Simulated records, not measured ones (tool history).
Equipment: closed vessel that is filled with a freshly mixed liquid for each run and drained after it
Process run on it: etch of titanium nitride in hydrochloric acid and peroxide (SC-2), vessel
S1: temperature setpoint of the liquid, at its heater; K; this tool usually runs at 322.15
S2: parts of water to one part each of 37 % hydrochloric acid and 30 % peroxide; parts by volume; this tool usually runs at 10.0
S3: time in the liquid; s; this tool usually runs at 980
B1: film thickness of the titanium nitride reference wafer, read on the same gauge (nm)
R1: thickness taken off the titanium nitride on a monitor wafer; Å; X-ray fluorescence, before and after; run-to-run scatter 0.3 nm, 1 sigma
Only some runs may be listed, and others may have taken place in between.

run,hour,S1,S2,S3,B1,R1
1,0.0,322.15,10.0,980,60.01,419.1
2,28.4,322.15,10.0,980,59.99,414.7
3,58.3,322.15,10.0,980,60.01,417.2
4,85.3,322.15,10.0,980,60.00,416.7
5,120.8,322.15,10.0,980,59.99,420.2
6,136.8,322.15,10.0,980,59.99,418.1
7,167.9,322.15,10.0,1200,59.96,516.1
8,196.1,322.15,10.0,1200,59.98,519.1
9,212.9,322.15,10.0,1200,60.01,510.1
10,250.7,322.15,10.0,980,59.99,428.7
11,276.5,331.15,10.0,980,60.00,789.1
12,302.2,322.15,13.5,540,60.02,189.3
13,356.2,322.15,14.5,980,59.97,321.2
14,369.2,322.15,10.0,980,59.98,445.8
15,387.4,315.65,10.0,725,60.00,189.4
16,418.7,316.65,14.5,1370,59.99,271.9
17,446.7,312.15,6.0,755,60.00,225.5
18,466.0,328.65,12.5,1450,59.99,745.3
19,540.0,316.65,6.0,1445,60.00,602.2
20,573.3,322.15,10.0,980,60.00,389.6

Not shown: 5 entries that the log had between the listed runs. Between which runs, and how does the tool's hidden state differ before and after?
Logged between run 8 and run 9: gauge calibrated (hour 211.2)
  chemicals flow above the setpoint (%): 9.24 -> 9.32
  difference, measured minus the result without the unlogged condition, R1: +36.6 -> +36.3 Å
Logged between run 10 and run 11: chemicals flow meter replaced (hour 269.5)
  chemicals flow above the setpoint (%): 9.5 -> 15.2
  difference, measured minus the result without the unlogged condition, R1: +31.0 -> +86.6 Å
Logged between run 13 and run 14: thermometer replaced (hour 368.7)
  chemicals flow above the setpoint (%): 15.5 -> 15.6
  difference, measured minus the result without the unlogged condition, R1: +37.9 -> +50.1 Å
Logged between run 14 and run 15: chemicals flow meter replaced, repeated, since the last time left the tool worse (hour 372.7)
  chemicals flow above the setpoint (%): 15.6 -> 0.411
  difference, measured minus the result without the unlogged condition, R1: +50.1 -> +0.7 Å
Logged between run 16 and run 17: new drum of peroxide connected (hour 428.2)
  chemicals flow above the setpoint (%): 0.559 -> 0.691
  difference, measured minus the result without the unlogged condition, R1: +1.4 -> +1.2 Å
